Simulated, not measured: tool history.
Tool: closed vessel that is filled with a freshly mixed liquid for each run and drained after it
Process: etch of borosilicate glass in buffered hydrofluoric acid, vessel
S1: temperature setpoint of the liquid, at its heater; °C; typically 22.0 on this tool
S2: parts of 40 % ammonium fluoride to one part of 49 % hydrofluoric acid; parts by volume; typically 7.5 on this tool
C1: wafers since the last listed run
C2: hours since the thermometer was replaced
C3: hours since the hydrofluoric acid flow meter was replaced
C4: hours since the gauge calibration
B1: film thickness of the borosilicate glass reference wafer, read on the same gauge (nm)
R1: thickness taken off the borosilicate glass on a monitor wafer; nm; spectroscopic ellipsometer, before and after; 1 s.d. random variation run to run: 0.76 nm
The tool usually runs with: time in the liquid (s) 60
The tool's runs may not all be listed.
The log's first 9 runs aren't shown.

{"run": 10, "day": 16.775, "S1": 25.0, "S2": 7.5, "time in the liquid (s)": 60, "C1": 3622, "C2": 1390.0, "C3": 139.3, "C4": 573.6, "B1": 109.93, "R1": 115.42}
{"run": 11, "day": 18.35, "S1": 25.0, "S2": 7.5, "time in the liquid (s)": 60, "C1": 4641, "C2": 1427.8, "C3": 177.1, "C4": 611.4, "B1": 109.98, "R1": 114.02}
{"run": 12, "day": 21.196, "S1": 25.0, "S2": 7.5, "time in the liquid (s)": 60, "C1": 8387, "C2": 1496.1, "C3": 245.4, "C4": 679.7, "B1": 109.98, "R1": 115.15}
{"run": 13, "day": 22.292, "S1": 20.0, "S2": 7.5, "time in the liquid (s)": 60, "C1": 3229, "C2": 1522.4, "C3": 271.7, "C4": 706.0, "B1": 109.99, "R1": 88.72}
{"run": 14, "day": 23.6, "S1": 20.0, "S2": 7.5, "time in the liquid (s)": 60, "C1": 3855, "C2": 1553.8, "C3": 303.1, "C4": 737.4, "B1": 110.07, "R1": 89.01}
{"run": 15, "day": 26.129, "S1": 25.5, "S2": 7.5, "time in the liquid (s)": 60, "C1": 7453, "C2": 1614.5, "C3": 363.8, "C4": 798.1, "B1": 109.97, "R1": 119.71}
{"run": 16, "day": 27.583, "S1": 19.0, "S2": 5.5, "time in the liquid (s)": 80, "C1": 4285, "C2": 1649.4, "C3": 398.7, "C4": 833.0, "B1": 109.97, "R1": 151.47}
{"run": 17, "day": 30.458, "S1": 20.0, "S2": 5.5, "time in the liquid (s)": 90, "C1": 8473, "C2": 1718.4, "C3": 467.7, "C4": 902.0, "B1": 110.01, "R1": 180.32}
{"run": 18, "day": 31.546, "S1": 22.0, "S2": 10.0, "time in the liquid (s)": 85, "C1": 3205, "C2": 1744.5, "C3": 493.8, "C4": 928.1, "B1": 109.98, "R1": 107.7}
{"day": 32.104, "done": "gauge calibrated"}
{"run": 19, "day": 33.729, "S1": 18.5, "S2": 6.5, "time in the liquid (s)": 40, "C1": 6434, "C2": 1796.9, "C3": 546.2, "C4": 39.0, "B1": 109.97, "R1": 62.6}
{"day": 35.304, "done": "hydrofluoric acid flow meter replaced"}
{"run": 20, "day": 35.888, "S1": 17.5, "S2": 10.0, "time in the liquid (s)": 30, "C1": 6238, "C2": 1848.7, "C3": 14.0, "C4": 90.8, "B1": 110.04, "R1": 29.67}
{"run": 21, "day": 37.879, "S1": 22.0, "S2": 7.5, "time in the liquid (s)": 60, "C1": 5869, "C2": 1896.5, "C3": 61.8, "C4": 138.6, "B1": 110.04, "R1": 100.01}
{"run": 22, "day": 39.246, "S1": 22.0, "S2": 7.5, "time in the liquid (s)": 60, "C1": 4027, "C2": 1929.3, "C3": 94.6, "C4": 171.4, "B1": 109.97, "R1": 99.26}
{"run": 23, "day": 42.083, "S1": 22.0, "S2": 5.0, "time in the liquid (s)": 60, "C1": 8362, "C2": 1997.4, "C3": 162.7, "C4": 239.5, "B1": 109.99, "R1": 145.07}
{"run": 24, "day": 45.038, "S1": 22.0, "S2": 7.5, "time in the liquid (s)": 60, "C1": 8706, "C2": 2068.3, "C3": 233.6, "C4": 310.4, "B1": 109.96, "R1": 99.92}
{"day": 46.354, "done": "thermometer replaced"}
{"run": 25, "day": 47.492, "S1": 22.0, "S2": 6.0, "time in the liquid (s)": 75, "C1": 7110, "C2": 27.3, "C3": 292.5, "C4": 369.3, "B1": 109.94, "R1": 147.74}
{"run": 26, "day": 49.142, "S1": 26.5, "S2": 7.5, "time in the liquid (s)": 60, "C1": 4862, "C2": 66.9, "C3": 332.1, "C4": 408.9, "B1": 110.06, "R1": 120.68}
{"run": 27, "day": 50.8, "S1": 25.0, "S2": 7.5, "time in the liquid (s)": 60, "C1": 4887, "C2": 106.7, "C3": 371.9, "C4": 448.7, "B1": 109.97, "R1": 110.91}
{"run": 28, "day": 53.179, "S1": 18.5, "S2": 6.0, "time in the liquid (s)": 35, "C1": 7011, "C2": 163.8, "C3": 429.0, "C4": 505.8, "B1": 109.99, "R1": 56.42}
{"run": 29, "day": 60.071, "S1": 19.5, "S2": 8.5, "time in the liquid (s)": 70, "C1": 20310, "C2": 329.2, "C3": 594.4, "C4": 671.2, "B1": 109.98, "R1": 85.7}
{"run": 30, "day": 61.662, "S1": 23.5, "S2": 7.5, "time in the liquid (s)": 30, "C1": 4690, "C2": 367.4, "C3": 632.6, "C4": 709.4, "B1": 110.04, "R1": 51.81}
{"run": 31, "day": 63.117, "S1": 27.0, "S2": 9.5, "time in the liquid (s)": 80, "C1": 4285, "C2": 402.3, "C3": 667.5, "C4": 744.3, "B1": 110.03, "R1": 131.75}
{"day": 63.712, "done": "hydrofluoric acid flow meter replaced"}
{"run": 32, "day": 64.679, "S1": 22.0, "S2": 5.0, "time in the liquid (s)": 35, "C1": 4482, "C2": 439.8, "C3": 23.2, "C4": 781.8, "B1": 110.03, "R1": 81.74}

Each row is a separate what-if for the run after 32, all from the same tool condition, not one after another. Results?
{"run": "A", "day": 64.708, "S1": 22.0, "S2": 7.5, "time in the liquid (s)": 60, "C1": 85, "C2": 440.5, "C3": 23.9, "C4": 782.5, "B1": "?", "R1": "?"}
{"run": "B", "day": 64.708, "S1": 22.0, "S2": 7.5, "time in the liquid (s)": 50, "C1": 85, "C2": 440.5, "C3": 23.9, "C4": 782.5, "B1": "?", "R1": "?"}
{"run": "C", "day": 64.708, "S1": 26.5, "S2": 9.5, "time in the liquid (s)": 60, "C1": 85, "C2": 440.5, "C3": 23.9, "C4": 782.5, "B1": "?", "R1": "?"}
{"run": "D", "day": 64.708, "S1": 18.5, "S2": 9.0, "time in the liquid (s)": 60, "C1": 85, "C2": 440.5, "C3": 23.9, "C4": 782.5, "B1": "?", "R1": "?"}

run=A B1=110.00 R1=95.34
run=B B1=110.00 R1=79.45
run=C B1=110.00 R1=95.66
run=D B1=110.00 R1=64.43
Take away the tool's hidden state, keep each run's random variation, and the runs would have read:
run=A R1=92.96
run=B R1=77.46
run=C R1=93.32
run=D R1=62.79
